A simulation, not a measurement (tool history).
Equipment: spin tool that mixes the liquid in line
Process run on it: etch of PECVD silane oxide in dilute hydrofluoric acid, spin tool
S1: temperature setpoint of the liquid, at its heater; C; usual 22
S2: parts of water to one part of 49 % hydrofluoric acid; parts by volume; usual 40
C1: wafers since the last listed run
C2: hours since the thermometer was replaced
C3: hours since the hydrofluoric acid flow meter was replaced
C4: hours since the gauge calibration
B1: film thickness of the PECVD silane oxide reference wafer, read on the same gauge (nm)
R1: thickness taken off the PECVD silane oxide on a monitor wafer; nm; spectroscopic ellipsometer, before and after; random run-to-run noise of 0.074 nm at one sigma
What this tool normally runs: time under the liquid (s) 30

run 1 day=0 | S1=22 S2=40 time_under_the_liquid_(s)=30 | C1=0 C2=671.7 C3=408.7 C4=56.9 | B1=99.98 | R1=11.37
run 2 day=0.504 | S1=22 S2=40 time_under_the_liquid_(s)=30 | C1=220 C2=683.8 C3=420.8 C4=69 | B1=99.99 | R1=11.35
run 3 day=0.888 | S1=22 S2=40 time_under_the_liquid_(s)=30 | C1=167 C2=693 C3=430 C4=78.2 | B1=100.04 | R1=11.45
run 4 day=1.2 | S1=22 S2=40 time_under_the_liquid_(s)=30 | C1=136 C2=700.5 C3=437.5 C4=85.7 | B1=100.03 | R1=11.47
run 5 day=1.821 | S1=22 S2=40 time_under_the_liquid_(s)=30 | C1=271 C2=715.4 C3=452.4 C4=100.6 | B1=100.01 | R1=11.52
run 6 day=2.258 | S1=22 S2=40 time_under_the_liquid_(s)=30 | C1=191 C2=725.9 C3=462.9 C4=111.1 | B1=100.07 | R1=11.48
run 7 day=2.508 | S1=18.5 S2=40 time_under_the_liquid_(s)=40 | C1=109 C2=731.9 C3=468.9 C4=117.1 | B1=99.98 | R1=13.1
run 8 day=2.788 | S1=22 S2=40 time_under_the_liquid_(s)=30 | C1=122 C2=738.6 C3=475.6 C4=123.8 | B1=100.02 | R1=11.33
run 9 day=3.088 | S1=22 S2=40 time_under_the_liquid_(s)=30 | C1=131 C2=745.8 C3=482.8 C4=131 | B1=100.05 | R1=11.49
run 10 day=3.567 | S1=22 S2=55 time_under_the_liquid_(s)=40 | C1=209 C2=757.3 C3=494.3 C4=142.5 | B1=100.01 | R1=11.01
run 11 day=3.962 | S1=22 S2=40 time_under_the_liquid_(s)=30 | C1=172 C2=766.8 C3=503.8 C4=152 | B1=100.02 | R1=11.49
run 12 day=4.425 | S1=22 S2=40 time_under_the_liquid_(s)=30 | C1=202 C2=777.9 C3=514.9 C4=163.1 | B1=99.97 | R1=11.54
run 13 day=5.088 | S1=22 S2=40 time_under_the_liquid_(s)=40 | C1=289 C2=793.8 C3=530.8 C4=179 | B1=99.96 | R1=15.42
-- day=5.379 hydrofluoric acid flow meter replaced
run 14 day=5.804 | S1=25.5 S2=20 time_under_the_liquid_(s)=40 | C1=295 C2=811 C3=10.2 C4=196.2 | B1=99.94 | R1=31.87
-- day=5.808 gauge calibrated
run 15 day=6.092 | S1=22 S2=40 time_under_the_liquid_(s)=30 | C1=125 C2=817.9 C3=17.1 C4=6.8 | B1=100.01 | R1=10.08
run 16 day=6.429 | S1=18 S2=40 time_under_the_liquid_(s)=30 | C1=147 C2=826 C3=25.2 C4=14.9 | B1=100.01 | R1=8.55
-- day=6.567 thermometer replaced
run 17 day=7.95 | S1=17.5 S2=25 time_under_the_liquid_(s)=30 | C1=646 C2=33.2 C3=61.7 C4=51.4 | B1=100.04 | R1=15.13
run 18 day=8.308 | S1=24 S2=60 time_under_the_liquid_(s)=30 | C1=156 C2=41.8 C3=70.3 C4=60 | B1=100 | R1=7.97
run 19 day=9.05 | S1=22 S2=25 time_under_the_liquid_(s)=15 | C1=324 C2=59.6 C3=88.1 C4=77.8 | B1=100.05 | R1=9.18
run 20 day=9.779 | S1=22 S2=40 time_under_the_liquid_(s)=30 | C1=318 C2=77.1 C3=105.6 C4=95.3 | B1=99.98 | R1=11.29
run 21 day=10.083 | S1=22 S2=40 time_under_the_liquid_(s)=30 | C1=132 C2=84.4 C3=112.9 C4=102.6 | B1=99.99 | R1=11.41
run 22 day=10.596 | S1=22 S2=40 time_under_the_liquid_(s)=30 | C1=223 C2=96.7 C3=125.2 C4=114.9 | B1=99.97 | R1=11.32
run 23 day=10.988 | S1=22 S2=40 time_under_the_liquid_(s)=45 | C1=171 C2=106.1 C3=134.6 C4=124.3 | B1=100.03 | R1=16.79
run 24 day=11.342 | S1=19.5 S2=35 time_under_the_liquid_(s)=20 | C1=154 C2=114.6 C3=143.1 C4=132.8 | B1=100.02 | R1=7.83

5 options for the next run, each taken on its own from the tool as it stands now. Forecast them:
run A day=11.358 | S1=25.5 S2=40 time_under_the_liquid_(s)=30 | C1=7 C2=115 C3=143.5 C4=133.2 | B1=? | R1=?
run B day=11.358 | S1=17.5 S2=40 time_under_the_liquid_(s)=45 | C1=7 C2=115 C3=143.5 C4=133.2 | B1=? | R1=?
run C day=11.358 | S1=23.5 S2=40 time_under_the_liquid_(s)=30 | C1=7 C2=115 C3=143.5 C4=133.2 | B1=? | R1=?
run D day=11.358 | S1=20.5 S2=40 time_under_the_liquid_(s)=15 | C1=7 C2=115 C3=143.5 C4=133.2 | B1=? | R1=?
run E day=11.358 | S1=20.5 S2=30 time_under_the_liquid_(s)=20 | C1=7 C2=115 C3=143.5 C4=133.2 | B1=? | R1=?

run=A B1=100 R1=13.07
run=B B1=100 R1=13.95
run=C B1=100 R1=12.03
run=D B1=100 R1=5.3
run=E B1=100 R1=9.53
The same runs, with their run-to-run variation unchanged, on a tool lacking any hidden condition would have given:
run=A R1=12.79
run=B R1=13.67
run=C R1=11.77
run=D R1=5.19
run=E R1=9.34

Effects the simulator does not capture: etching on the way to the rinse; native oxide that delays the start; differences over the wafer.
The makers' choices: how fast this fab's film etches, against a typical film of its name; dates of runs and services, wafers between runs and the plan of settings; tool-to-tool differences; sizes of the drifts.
